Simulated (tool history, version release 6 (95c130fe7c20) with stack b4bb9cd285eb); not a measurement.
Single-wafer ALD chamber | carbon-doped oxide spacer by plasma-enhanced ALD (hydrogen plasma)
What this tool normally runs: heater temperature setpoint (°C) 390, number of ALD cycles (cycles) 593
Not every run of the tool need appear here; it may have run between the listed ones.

run   hour  heater temperature setpoint (°C)  number of ALD cycles (cycles)  read-back reference wafer on the same gauge, thickness_nm  mean film thickness on the monitor wafer (nm)
  1      0                               401                            511                                                     28.017                                         25.011
  2   58.5                               401                            511                                                      27.99                                         24.905
  3  115.6                               401                            511                                                     27.979                                         24.961
  4  209.4                               390                            514                                                     27.909                                         25.098
  5  284.8                               390                            514                                                     27.874                                         25.034
  6  380.9                               395                            593                                                     27.802                                         28.791
     407.2  -- thermocouple changed; heater temperature recalibrated
  7  446.9                               390                            593                                                      27.74                                           28.7
  8  526.3                               390                            593                                                     27.641                                         28.638
       529  -- gauge calibrated
  9  593.3                               390                            593                                                     28.155                                         29.074
 10  659.4                               397                            515                                                     28.116                                         25.347
 11  713.1                               402                            558                                                     28.122                                         27.331
 12  801.8                               394                            701                                                      28.09                                         34.357
 13  883.8                               382                            495                                                     28.049                                         24.316
 14  935.2                               380                            637                                                     28.033                                         31.348

What the log doesn't show, run by run:
wafer temperature above the value expected at the setpoint (K): 0 in every run
H1: gauge reads high (%)
run       H1
  1   -0.291
  2   -0.371
  3   -0.465
  4   -0.654
  5   -0.836
  6    -1.11
  7    -1.32
  8    -1.61
  9    0.134
 10    0.103
 11   0.0616
 12  -0.0368
 13   -0.162
 14   -0.257
